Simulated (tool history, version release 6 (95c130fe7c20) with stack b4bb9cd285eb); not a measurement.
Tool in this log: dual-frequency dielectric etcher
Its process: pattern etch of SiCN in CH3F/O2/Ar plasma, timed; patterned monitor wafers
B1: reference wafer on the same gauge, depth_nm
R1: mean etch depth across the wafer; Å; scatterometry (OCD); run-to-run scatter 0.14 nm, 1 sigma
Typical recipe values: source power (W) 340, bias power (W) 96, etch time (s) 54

{"run": 1, "hour": 0.0, "source power (W)": 340, "bias power (W)": 96, "etch time (s)": 54, "B1": 20.78, "R1": 230.5}
{"run": 2, "hour": 70.8, "source power (W)": 340, "bias power (W)": 96, "etch time (s)": 54, "B1": 20.7, "R1": 230.3}
{"run": 3, "hour": 117.6, "source power (W)": 340, "bias power (W)": 96, "etch time (s)": 54, "B1": 20.72, "R1": 226.8}
{"run": 4, "hour": 154.5, "source power (W)": 340, "bias power (W)": 96, "etch time (s)": 63, "B1": 20.63, "R1": 266.5}
{"run": 5, "hour": 210.8, "source power (W)": 340, "bias power (W)": 96, "etch time (s)": 63, "B1": 20.56, "R1": 267.1}
{"hour": 274.5, "done": "gauge calibrated"}
{"run": 6, "hour": 300.4, "source power (W)": 340, "bias power (W)": 96, "etch time (s)": 63, "B1": 21.04, "R1": 271.8}
{"hour": 355.1, "done": "upper electrode replaced"}
{"hour": 360.1, "done": "wet clean of the chamber"}
{"run": 7, "hour": 360.6, "source power (W)": 290, "bias power (W)": 96, "etch time (s)": 54, "B1": 21.05, "R1": 219.5}
{"run": 8, "hour": 408.4, "source power (W)": 290, "bias power (W)": 96, "etch time (s)": 54, "B1": 21.04, "R1": 217.3}
{"run": 9, "hour": 469.5, "source power (W)": 340, "bias power (W)": 96, "etch time (s)": 54, "B1": 21, "R1": 232.2}
{"run": 10, "hour": 498.4, "source power (W)": 340, "bias power (W)": 96, "etch time (s)": 38.5, "B1": 21.01, "R1": 165.9}
{"hour": 552.3, "done": "bias power generator calibrated"}
{"run": 11, "hour": 582.3, "source power (W)": 390, "bias power (W)": 84, "etch time (s)": 39, "B1": 20.91, "R1": 170.8}
{"hour": 616.9, "done": "source power generator calibrated"}
{"run": 12, "hour": 621.6, "source power (W)": 400, "bias power (W)": 109, "etch time (s)": 65.5, "B1": 20.86, "R1": 315.6}
{"run": 13, "hour": 684.2, "source power (W)": 310, "bias power (W)": 96, "etch time (s)": 54, "B1": 20.81, "R1": 222.3}
{"hour": 744.8, "done": "wet clean of the chamber"}
{"run": 14, "hour": 745.3, "source power (W)": 340, "bias power (W)": 96, "etch time (s)": 54, "B1": 20.77, "R1": 227.9}
{"run": 15, "hour": 759.2, "source power (W)": 380, "bias power (W)": 89, "etch time (s)": 54, "B1": 20.75, "R1": 234.6}
{"run": 16, "hour": 815.3, "source power (W)": 390, "bias power (W)": 88, "etch time (s)": 54, "B1": 20.67, "R1": 239.5}
{"run": 17, "hour": 846.4, "source power (W)": 310, "bias power (W)": 102, "etch time (s)": 54, "B1": 20.62, "R1": 224.2}

Below are 4 alternative next runs, each starting from the tool's condition after run 17. Predict each:
{"run": "A", "hour": 846.8, "source power (W)": 340, "bias power (W)": 75, "etch time (s)": 54, "B1": "?", "R1": "?"}
{"run": "B", "hour": 846.8, "source power (W)": 340, "bias power (W)": 88, "etch time (s)": 42, "B1": "?", "R1": "?"}
{"run": "C", "hour": 846.8, "source power (W)": 410, "bias power (W)": 85, "etch time (s)": 58.5, "B1": "?", "R1": "?"}
{"run": "D", "hour": 846.8, "source power (W)": 420, "bias power (W)": 96, "etch time (s)": 41.5, "B1": "?", "R1": "?"}

run=A B1=20.63 R1=208.4
run=B B1=20.63 R1=171.4
run=C B1=20.63 R1=256.6
run=D B1=20.63 R1=192.1
Had the tool no hidden state, the same runs would have come out as:
run=A R1=212.3
run=B R1=174.7
run=C R1=261.5
run=D R1=195.8
